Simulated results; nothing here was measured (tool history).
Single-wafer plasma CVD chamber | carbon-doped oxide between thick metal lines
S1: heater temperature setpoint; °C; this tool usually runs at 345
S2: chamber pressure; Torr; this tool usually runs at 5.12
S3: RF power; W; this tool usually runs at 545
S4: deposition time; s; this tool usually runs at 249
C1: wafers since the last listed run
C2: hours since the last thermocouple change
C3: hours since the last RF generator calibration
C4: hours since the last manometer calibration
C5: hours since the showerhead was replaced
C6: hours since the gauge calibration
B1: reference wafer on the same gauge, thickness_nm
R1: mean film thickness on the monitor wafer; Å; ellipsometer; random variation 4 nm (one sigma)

Run 1, hour 0.0: usual settings but S3 575 W, S4 224 s; C1 0; C2 1347.9; C3 1267.3; C4 463.8; C5 6248.2; C6 1917.8; B1 999.812. Result: R1 11442.16 Å.
Run 2, hour 33.7: usual settings but S3 575 W, S4 224 s; C1 219; C2 1381.6; C3 1301.0; C4 497.5; C5 6281.9; C6 1951.5; B1 999.684. Result: R1 11425.13 Å.
Run 3, hour 80.5: usual settings but S4 211 s; C1 304; C2 1428.4; C3 1347.8; C4 544.3; C5 6328.7; C6 1998.3; B1 1000.023. Result: R1 10504.64 Å.
At hour 140.1: gauge calibrated.
Run 4, hour 143.7: usual settings but S4 211 s; C1 411; C2 1491.6; C3 1411.0; C4 607.5; C5 6391.9; C6 3.6; B1 1000.486. Result: R1 10432.89 Å.
Run 5, hour 174.2: usual settings but S4 211 s; C1 198; C2 1522.1; C3 1441.5; C4 638.0; C5 6422.4; C6 34.1; B1 1001.985. Result: R1 10401.46 Å.
Run 6, hour 223.5: usual settings but S3 515 W, S4 239 s; C1 320; C2 1571.4; C3 1490.8; C4 687.3; C5 6471.7; C6 83.4; B1 1001.184. Result: R1 11474.99 Å.
Run 7, hour 262.2: usual settings but S3 515 W, S4 239 s; C1 251; C2 1610.1; C3 1529.5; C4 726.0; C5 6510.4; C6 122.1; B1 1001.207. Result: R1 11477.11 Å.
Run 8, hour 317.0: usual settings but S3 515 W, S4 239 s; C1 356; C2 1664.9; C3 1584.3; C4 780.8; C5 6565.2; C6 176.9; B1 1000.227. Result: R1 11440.91 Å.
Run 9, hour 371.6: usual settings but S4 213 s; C1 355; C2 1719.5; C3 1638.9; C4 835.4; C5 6619.8; C6 231.5; B1 998.611. Result: R1 10509.04 Å.
Run 10, hour 404.5: usual settings; C1 214; C2 1752.4; C3 1671.8; C4 868.3; C5 6652.7; C6 264.4; B1 998.885. Result: R1 12314.99 Å.
Run 11, hour 438.1: usual settings but S3 650 W; C1 218; C2 1786.0; C3 1705.4; C4 901.9; C5 6686.3; C6 298.0; B1 1000.932. Result: R1 13446.75 Å.
Run 12, hour 478.0: usual settings; C1 259; C2 1825.9; C3 1745.3; C4 941.8; C5 6726.2; C6 337.9; B1 1000.502. Result: R1 12307.11 Å.
Run 13, hour 517.4: usual settings; C1 256; C2 1865.3; C3 1784.7; C4 981.2; C5 6765.6; C6 377.3; B1 999.783. Result: R1 12309.35 Å.
At hour 616.1: showerhead replaced.
At hour 631.0: thermocouple changed; heater temperature recalibrated.
At hour 679.1: capacitance manometer re-zeroed and calibrated.
Run 14, hour 703.1: usual settings but S1 352 °C, S2 3.89 Torr, S4 292 s; C1 1052; C2 72.1; C3 1970.4; C4 24.0; C5 87.0; C6 563.0; B1 1000.692. Result: R1 13641.71 Å.
At hour 724.1: RF generator calibrated.
Run 15, hour 743.5: usual settings; C1 210; C2 112.5; C3 19.4; C4 64.4; C5 127.4; C6 603.4; B1 999.779. Result: R1 12400.65 Å.
Run 16, hour 791.6: usual settings; C1 312; C2 160.6; C3 67.5; C4 112.5; C5 175.5; C6 651.5; B1 1000.724. Result: R1 12312.23 Å.
Run 17, hour 832.5: usual settings; C1 266; C2 201.5; C3 108.4; C4 153.4; C5 216.4; C6 692.4; B1 998.860. Result: R1 12388.51 Å.

What does the tool deliver on the next run?
Run 18, hour 858.8: usual settings but S4 286 s; C1 171; C2 227.8; C3 134.7; C4 179.7; C5 242.7; C6 718.7; B1 ?. Result: R1 ?.

B1: 1000.142
R1: 14208.67 Å
Had the tool carried no hidden state, the very same run would have given R1 14207.39 Å.
